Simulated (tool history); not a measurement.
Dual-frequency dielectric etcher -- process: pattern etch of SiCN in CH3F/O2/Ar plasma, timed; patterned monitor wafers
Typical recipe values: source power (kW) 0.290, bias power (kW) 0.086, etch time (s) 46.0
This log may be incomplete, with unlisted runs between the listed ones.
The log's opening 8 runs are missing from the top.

run,day,source power (kW),bias power (kW),etch time (s),"read-back reference wafer on the same gauge, depth_nm",mean etch depth across the wafer (nm)
9,36.808,0.240,0.108,54.5,16.90,18.35
10,40.179,0.270,0.067,37.5,16.90,11.77
11,43.846,0.240,0.079,46.0,16.88,14.37
# day 47.408: wet clean of the chamber
12,47.617,0.290,0.069,46.0,16.90,14.78
13,49.217,0.290,0.086,34.5,16.90,11.83
14,53.162,0.330,0.098,34.0,16.89,12.89
15,57.388,0.240,0.067,39.5,16.88,11.61
# day 60.817: bias power generator calibrated
16,60.838,0.290,0.086,46.0,16.89,15.87
17,64.846,0.290,0.086,50.5,16.88,17.53
18,68.004,0.290,0.096,56.5,16.92,20.36
# day 71.367: upper electrode replaced
19,71.879,0.290,0.086,46.0,16.87,16.14
20,74.904,0.290,0.086,46.0,16.86,16.15
# day 77.700: wet clean of the chamber
21,86.933,0.290,0.086,46.0,16.87,15.92
22,89.054,0.290,0.086,46.0,16.90,15.94
23,91.246,0.230,0.086,46.0,16.90,14.20
24,93.288,0.220,0.086,46.0,16.89,14.03
25,95.996,0.290,0.086,36.0,16.89,12.56
26,98.150,0.290,0.077,46.0,16.89,15.55
27,100.658,0.290,0.086,55.5,16.88,19.41
28,104.112,0.330,0.069,56.0,16.91,19.75
29,106.583,0.290,0.086,46.0,16.89,16.17
30,109.617,0.230,0.101,46.0,16.90,15.06
# day 111.821: gauge calibrated
# day 112.817: wet clean of the chamber
31,112.838,0.290,0.092,53.5,16.89,18.57

Each row is a separate what-if for the run after 31, all from the same tool condition, not one after another. Results?
A,112.854,0.360,0.086,46.0,?,?
B,112.854,0.290,0.086,49.5,?,?
C,112.854,0.350,0.105,46.0,?,?

run,"read-back reference wafer on the same gauge, depth_nm",mean etch depth across the wafer (nm)
A,16.90,17.28
B,16.90,16.84
C,16.90,18.04
Stripped of hidden state, with their random variation kept, the same runs would have yielded:
run,mean etch depth across the wafer (nm)
A,17.33
B,16.89
C,18.09
